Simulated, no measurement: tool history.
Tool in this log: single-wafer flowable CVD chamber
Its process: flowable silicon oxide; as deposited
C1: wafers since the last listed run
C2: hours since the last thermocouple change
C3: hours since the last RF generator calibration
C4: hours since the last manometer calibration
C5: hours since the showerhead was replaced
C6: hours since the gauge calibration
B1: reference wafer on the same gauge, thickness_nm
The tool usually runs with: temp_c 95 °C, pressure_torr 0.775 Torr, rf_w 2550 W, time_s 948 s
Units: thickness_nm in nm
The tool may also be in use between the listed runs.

Run 1, day 0.000: usual settings but rf_w 2420 W; C1 0; C2 2001.7; C3 1373.1; C4 769.2; C5 6215.4; C6 195.3; B1 958.349. Result: thickness_nm 858.265 nm.
Run 2, day 0.742: usual settings but rf_w 2420 W; C1 26; C2 2019.5; C3 1390.9; C4 787.0; C5 6233.2; C6 213.1; B1 960.375. Result: thickness_nm 855.633 nm.
Run 3, day 1.404: usual settings but pressure_torr 0.643 Torr; C1 23; C2 2035.4; C3 1406.8; C4 802.9; C5 6249.1; C6 229.0; B1 960.990. Result: thickness_nm 716.783 nm.
Run 4, day 1.800: usual settings but pressure_torr 0.643 Torr; C1 14; C2 2044.9; C3 1416.3; C4 812.4; C5 6258.6; C6 238.5; B1 958.601. Result: thickness_nm 714.170 nm.
Run 5, day 2.225: usual settings but pressure_torr 0.643 Torr; C1 15; C2 2055.1; C3 1426.5; C4 822.6; C5 6268.8; C6 248.7; B1 956.666. Result: thickness_nm 715.838 nm.
Run 6, day 2.888: usual settings; C1 23; C2 2071.0; C3 1442.4; C4 838.5; C5 6284.7; C6 264.6; B1 956.448. Result: thickness_nm 866.536 nm.
Run 7, day 3.362: usual settings; C1 17; C2 2082.4; C3 1453.8; C4 849.9; C5 6296.1; C6 276.0; B1 962.325. Result: thickness_nm 866.065 nm.
Run 8, day 3.879: usual settings; C1 18; C2 2094.8; C3 1466.2; C4 862.3; C5 6308.5; C6 288.4; B1 957.577. Result: thickness_nm 864.629 nm.
Run 9, day 4.596: usual settings; C1 25; C2 2112.0; C3 1483.4; C4 879.5; C5 6325.7; C6 305.6; B1 958.530. Result: thickness_nm 862.915 nm.
At day 4.883: gauge calibrated.
At day 5.079: thermocouple changed; heater temperature recalibrated.
Run 10, day 5.100: usual settings; C1 6; C2 0.5; C3 1495.5; C4 891.6; C5 6337.8; C6 5.2; B1 958.549. Result: thickness_nm 866.530 nm.
Run 11, day 5.554: usual settings; C1 16; C2 11.4; C3 1506.4; C4 902.5; C5 6348.7; C6 16.1; B1 958.262. Result: thickness_nm 870.172 nm.
Run 12, day 5.888: usual settings; C1 12; C2 19.4; C3 1514.4; C4 910.5; C5 6356.7; C6 24.1; B1 960.761. Result: thickness_nm 862.092 nm.
Run 13, day 6.567: usual settings but temp_c 90 °C; C1 24; C2 35.7; C3 1530.7; C4 926.8; C5 6373.0; C6 40.4; B1 957.872. Result: thickness_nm 1038.284 nm.
Run 14, day 6.992: usual settings but rf_w 2420 W; C1 15; C2 45.9; C3 1540.9; C4 937.0; C5 6383.2; C6 50.6; B1 957.057. Result: thickness_nm 856.228 nm.
Run 15, day 7.571: usual settings but pressure_torr 0.955 Torr, rf_w 2890 W; C1 20; C2 59.8; C3 1554.8; C4 950.9; C5 6397.1; C6 64.5; B1 960.349. Result: thickness_nm 1073.007 nm.
Run 16, day 7.925: usual settings but temp_c 88 °C, rf_w 2115 W, time_s 1015 s; C1 12; C2 68.3; C3 1563.3; C4 959.4; C5 6405.6; C6 73.0; B1 959.298. Result: thickness_nm 1144.855 nm.
At day 8.588: showerhead replaced.
At day 8.879: RF generator calibrated.
At day 8.938: capacitance manometer re-zeroed and calibrated.
Run 17, day 8.958: usual settings but temp_c 100 °C, pressure_torr 0.697 Torr, time_s 822 s; C1 12; C2 93.1; C3 1.9; C4 0.5; C5 8.9; C6 97.8; B1 956.096. Result: thickness_nm 527.000 nm.
Run 18, day 8.979: usual settings but temp_c 88 °C, rf_w 2115 W, time_s 1015 s; C1 0; C2 93.6; C3 2.4; C4 1.0; C5 9.4; C6 98.3; B1 960.705. Result: thickness_nm 1098.884 nm.
Run 19, day 9.462: usual settings; C1 17; C2 105.2; C3 14.0; C4 12.6; C5 21.0; C6 109.9; B1 957.376. Result: thickness_nm 813.899 nm.
Run 20, day 9.858: usual settings but temp_c 87 °C, pressure_torr 0.618 Torr, rf_w 2335 W, time_s 1059 s; C1 14; C2 114.7; C3 23.5; C4 22.1; C5 30.5; C6 119.4; B1 958.380. Result: thickness_nm 954.324 nm.
Run 21, day 10.329: usual settings but temp_c 83 °C, pressure_torr 0.602 Torr, rf_w 3010 W, time_s 1007 s; C1 16; C2 126.0; C3 34.8; C4 33.4; C5 41.8; C6 130.7; B1 957.297. Result: thickness_nm 1043.108 nm.
Run 22, day 11.421: usual settings but temp_c 87 °C, rf_w 2750 W, time_s 864 s; C1 39; C2 152.2; C3 61.0; C4 59.6; C5 68.0; C6 156.9; B1 962.258. Result: thickness_nm 1001.106 nm.
Run 23, day 11.771: usual settings; C1 12; C2 160.6; C3 69.4; C4 68.0; C5 76.4; C6 165.3; B1 956.760. Result: thickness_nm 820.277 nm.
Run 24, day 12.242: usual settings but temp_c 89 °C; C1 16; C2 171.9; C3 80.7; C4 79.3; C5 87.7; C6 176.6; B1 959.428. Result: thickness_nm 1036.920 nm.
Run 25, day 12.550: usual settings but temp_c 88 °C, pressure_torr 0.721 Torr, time_s 1015 s; C1 11; C2 179.3; C3 88.1; C4 86.7; C5 95.1; C6 184.0; B1 957.172. Result: thickness_nm 1066.207 nm.
Run 26, day 13.225: usual settings but temp_c 85 °C, pressure_torr 0.696 Torr; C1 24; C2 195.5; C3 104.3; C4 102.9; C5 111.3; C6 200.2; B1 958.258. Result: thickness_nm 1056.763 nm.

Take each entry between the runs: how does the hidden state at the last listed run before it differ from the hidden state at the first listed run after it?
Run 9 -> run 10: gauge calibrated (day 4.883); thermocouple changed; heater temperature recalibrated (day 5.079)
  true pressure above the setpoint (%): 5.92 -> 5.94
  measured minus no-state result, thickness_nm: +48.160 -> +48.554 nm
Run 16 -> run 17: showerhead replaced (day 8.588); RF generator calibrated (day 8.879); capacitance manometer re-zeroed and calibrated (day 8.938)
  true pressure above the setpoint (%): 6.07 -> -0.533
  measured minus no-state result, thickness_nm: +65.434 -> -2.917 nm
